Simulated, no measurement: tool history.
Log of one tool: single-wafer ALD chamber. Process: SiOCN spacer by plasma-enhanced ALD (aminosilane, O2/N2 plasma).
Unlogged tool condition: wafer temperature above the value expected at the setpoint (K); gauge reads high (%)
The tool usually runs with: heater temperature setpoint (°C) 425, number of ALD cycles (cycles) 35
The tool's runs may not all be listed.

| run | hour | heater temperature setpoint (°C) | number of ALD cycles (cycles) | wafers since the last listed run | hours since the last thermocouple change | hours since the gauge calibration | read-back reference wafer on the same gauge, thickness_nm | mean film thickness on the monitor wafer (Å) |
|---|---|---|---|---|---|---|---|---|
| 1 | 0.0 | 425 | 35 | 0 | 1820.3 | 1060.7 | 1.972 | 21.13 |
| 2 | 44.4 | 425 | 35 | 288 | 1864.7 | 1105.1 | 1.970 | 21.18 |
| 3 | 103.8 | 425 | 35 | 386 | 1924.1 | 1164.5 | 1.968 | 21.17 |
| 4 | 132.7 | 434 | 35 | 187 | 1953.0 | 1193.4 | 1.971 | 20.50 |
| 5 | 204.1 | 434 | 35 | 464 | 2024.4 | 1264.8 | 1.969 | 20.45 |
| 6 | 228.5 | 425 | 35 | 158 | 2048.8 | 1289.2 | 1.971 | 21.29 |
| 7 | 262.6 | 425 | 35 | 221 | 2082.9 | 1323.3 | 1.971 | 21.18 |
| 8 | 320.4 | 425 | 37 | 375 | 2140.7 | 1381.1 | 1.971 | 22.48 |
| 9 | 529.0 | 425 | 37 | 1355 | 2349.3 | 1589.7 | 1.972 | 22.42 |
|  | 538.0 | gauge calibrated |
| 10 | 591.6 | 425 | 37 | 406 | 2411.9 | 53.6 | 1.971 | 22.40 |
| 11 | 641.9 | 425 | 35 | 326 | 2462.2 | 103.9 | 1.972 | 21.19 |
| 12 | 678.3 | 425 | 39 | 236 | 2498.6 | 140.3 | 1.970 | 23.65 |
| 13 | 702.3 | 425 | 35 | 155 | 2522.6 | 164.3 | 1.969 | 21.22 |
| 14 | 759.2 | 425 | 35 | 369 | 2579.5 | 221.2 | 1.969 | 21.11 |
| 15 | 794.1 | 425 | 35 | 226 | 2614.4 | 256.1 | 1.970 | 21.17 |
| 16 | 827.4 | 437 | 37 | 216 | 2647.7 | 289.4 | 1.970 | 21.50 |
| 17 | 855.6 | 425 | 38 | 183 | 2675.9 | 317.6 | 1.970 | 23.06 |
| 18 | 1043.7 | 416 | 41 | 1222 | 2864.0 | 505.7 | 1.969 | 25.66 |
|  | 1060.3 | thermocouple changed; heater temperature recalibrated |
| 19 | 1106.7 | 425 | 35 | 357 | 46.4 | 568.7 | 1.971 | 20.69 |
| 20 | 1144.6 | 415 | 41 | 246 | 84.3 | 606.6 | 1.971 | 25.21 |
| 21 | 1171.8 | 416 | 39 | 176 | 111.5 | 633.8 | 1.971 | 23.86 |
| 22 | 1210.8 | 425 | 35 | 253 | 150.5 | 672.8 | 1.971 | 20.67 |
| 23 | 1236.3 | 425 | 35 | 165 | 176.0 | 698.3 | 1.969 | 20.79 |
| 24 | 1276.0 | 425 | 35 | 258 | 215.7 | 738.0 | 1.971 | 20.70 |
| 25 | 1313.3 | 419 | 37 | 242 | 253.0 | 775.3 | 1.971 | 22.53 |
| 26 | 1353.6 | 429 | 30 | 261 | 293.3 | 815.6 | 1.969 | 17.61 |
| 27 | 1477.1 | 435 | 35 | 802 | 416.8 | 939.1 | 1.970 | 20.14 |
| 28 | 1689.7 | 425 | 35 | 1381 | 629.4 | 1151.7 | 1.970 | 20.91 |

Same runs, no hidden state in the tool, same run-to-run variation:
| run | mean film thickness on the monitor wafer (Å) |
|---|---|
| 1 | 20.66 |
| 2 | 20.71 |
| 3 | 20.70 |
| 4 | 20.03 |
| 5 | 19.97 |
| 6 | 20.81 |
| 7 | 20.69 |
| 8 | 21.96 |
| 9 | 21.89 |
| 10 | 21.87 |
| 11 | 20.69 |
| 12 | 23.09 |
| 13 | 20.71 |
| 14 | 20.60 |
| 15 | 20.66 |
| 16 | 20.95 |
| 17 | 22.51 |
| 18 | 25.05 |
| 19 | 20.67 |
| 20 | 25.17 |
| 21 | 23.80 |
| 22 | 20.60 |
| 23 | 20.71 |
| 24 | 20.60 |
| 25 | 22.42 |
| 26 | 17.50 |
| 27 | 19.97 |
| 28 | 20.69 |

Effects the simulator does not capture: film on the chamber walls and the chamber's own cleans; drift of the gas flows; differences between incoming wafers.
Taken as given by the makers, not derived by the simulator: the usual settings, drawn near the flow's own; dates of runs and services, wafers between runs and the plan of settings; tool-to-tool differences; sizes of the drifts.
